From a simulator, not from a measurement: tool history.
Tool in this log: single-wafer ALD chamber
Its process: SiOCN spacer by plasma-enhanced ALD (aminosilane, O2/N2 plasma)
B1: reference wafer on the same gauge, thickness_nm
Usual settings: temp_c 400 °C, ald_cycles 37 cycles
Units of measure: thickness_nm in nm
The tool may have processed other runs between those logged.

run 1 hour=0 | temp_c=407 ald_cycles=39 | B1=2.431 | thickness_nm=2.208
run 2 hour=24.5 | temp_c=407 ald_cycles=39 | B1=2.43 | thickness_nm=2.214
run 3 hour=49.4 | temp_c=407 ald_cycles=39 | B1=2.436 | thickness_nm=2.212
run 4 hour=95.2 | temp_c=410 ald_cycles=37 | B1=2.435 | thickness_nm=2.082
run 5 hour=123 | temp_c=410 ald_cycles=37 | B1=2.434 | thickness_nm=2.087
run 6 hour=164.3 | temp_c=400 ald_cycles=41 | B1=2.439 | thickness_nm=2.372
run 7 hour=204.9 | temp_c=400 ald_cycles=41 | B1=2.442 | thickness_nm=2.37
run 8 hour=254.3 | temp_c=400 ald_cycles=41 | B1=2.441 | thickness_nm=2.389
run 9 hour=294.9 | temp_c=390 ald_cycles=35 | B1=2.444 | thickness_nm=2.03
run 10 hour=360.5 | temp_c=390 ald_cycles=35 | B1=2.446 | thickness_nm=2.038
run 11 hour=399.8 | temp_c=400 ald_cycles=37 | B1=2.45 | thickness_nm=2.152
run 12 hour=440.6 | temp_c=400 ald_cycles=37 | B1=2.45 | thickness_nm=2.155
run 13 hour=490 | temp_c=400 ald_cycles=37 | B1=2.453 | thickness_nm=2.164
run 14 hour=525 | temp_c=400 ald_cycles=37 | B1=2.454 | thickness_nm=2.153
-- hour=543.8 gauge calibrated
run 15 hour=569.7 | temp_c=407 ald_cycles=39 | B1=2.41 | thickness_nm=2.202
run 16 hour=606.6 | temp_c=400 ald_cycles=41 | B1=2.408 | thickness_nm=2.347
run 17 hour=678.3 | temp_c=393 ald_cycles=35 | B1=2.408 | thickness_nm=2.002
run 18 hour=713.2 | temp_c=388 ald_cycles=43 | B1=2.408 | thickness_nm=2.465
run 19 hour=777.5 | temp_c=409 ald_cycles=31 | B1=2.41 | thickness_nm=1.737
run 20 hour=838.9 | temp_c=410 ald_cycles=31 | B1=2.41 | thickness_nm=1.732
run 21 hour=892.1 | temp_c=387 ald_cycles=35 | B1=2.411 | thickness_nm=2.004
-- hour=960.5 thermocouple changed; heater temperature recalibrated
run 22 hour=961 | temp_c=400 ald_cycles=37 | B1=2.413 | thickness_nm=2.117
run 23 hour=1002.4 | temp_c=400 ald_cycles=37 | B1=2.412 | thickness_nm=2.127
run 24 hour=1041 | temp_c=386 ald_cycles=41 | B1=2.414 | thickness_nm=2.362
run 25 hour=1076.1 | temp_c=411 ald_cycles=44 | B1=2.414 | thickness_nm=2.463
run 26 hour=1286.2 | temp_c=400 ald_cycles=37 | B1=2.419 | thickness_nm=2.127
run 27 hour=1346.6 | temp_c=386 ald_cycles=31 | B1=2.421 | thickness_nm=1.779
run 28 hour=1386 | temp_c=400 ald_cycles=35 | B1=2.421 | thickness_nm=2.017

Predict each of these 4 candidate next runs independently; none follows another, all start after run 28:
run A hour=1386.5 | temp_c=400 ald_cycles=37 | B1=? | thickness_nm=?
run B hour=1386.5 | temp_c=406 ald_cycles=34 | B1=? | thickness_nm=?
run C hour=1386.5 | temp_c=405 ald_cycles=37 | B1=? | thickness_nm=?
run D hour=1386.5 | temp_c=386 ald_cycles=44 | B1=? | thickness_nm=?

run=A B1=2.42 thickness_nm=2.129
run=B B1=2.42 thickness_nm=1.925
run=C B1=2.42 thickness_nm=2.1
run=D B1=2.42 thickness_nm=2.531
Stripped of hidden state, with their random variation kept, the same runs would have yielded:
run=A thickness_nm=2.118
run=B thickness_nm=1.915
run=C thickness_nm=2.09
run=D thickness_nm=2.518

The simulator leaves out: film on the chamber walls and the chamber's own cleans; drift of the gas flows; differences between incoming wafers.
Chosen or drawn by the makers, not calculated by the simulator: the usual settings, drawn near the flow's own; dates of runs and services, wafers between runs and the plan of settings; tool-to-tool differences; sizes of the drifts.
